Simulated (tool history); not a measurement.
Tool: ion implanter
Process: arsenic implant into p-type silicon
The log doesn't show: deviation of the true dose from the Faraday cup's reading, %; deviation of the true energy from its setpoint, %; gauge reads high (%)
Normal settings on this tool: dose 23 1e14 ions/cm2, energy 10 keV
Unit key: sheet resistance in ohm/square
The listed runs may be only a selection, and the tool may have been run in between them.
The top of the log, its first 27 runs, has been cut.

run,hour,dose,energy,wafers since the last listed run,hours since the last dose calibration,hours since the extraction supply was calibrated,hours since the gauge calibration,"read-back reference wafer on the same gauge, sheet resistance",sheet resistance
28,726.2,27.51,11,205,499,44.7,454.5,101.58,109
29,745.2,26.25,8,312,518,63.7,473.5,101.54,115.02
30,785.5,17.56,13.5,663,558.3,104,513.8,101.46,111.45
31,810.2,29.19,11,406,583,128.7,538.5,101.43,107.94
32,824.7,23,10,238,597.5,143.2,553,101.45,113.49
33,850.5,23,10,424,623.3,169,578.8,101.43,113.24
34,876.6,25.66,7,429,649.4,195.1,604.9,101.39,117.44
35,908.7,20.07,12,528,681.5,227.2,637,101.36,111.49
36,937.3,19.64,13,470,710.1,255.8,665.6,101.33,110.03
37,956.6,29.04,10,317,729.4,275.1,684.9,101.29,109.69

4 options for the next run, each taken on its own from the tool as it stands now. Forecast them:
A,957,23,12,6,729.8,275.5,685.3,?,?
B,957,23,7.5,6,729.8,275.5,685.3,?,?
C,957,27.06,13,6,729.8,275.5,685.3,?,?
D,957,29.67,8.5,6,729.8,275.5,685.3,?,?

run,"read-back reference wafer on the same gauge, sheet resistance",sheet resistance
A,101.32,109.24
B,101.32,118.25
C,101.32,105.09
D,101.32,112.07
What these runs would have given with no unlogged condition in the tool:
run,sheet resistance
A,109.99
B,119.07
C,105.81
D,112.84
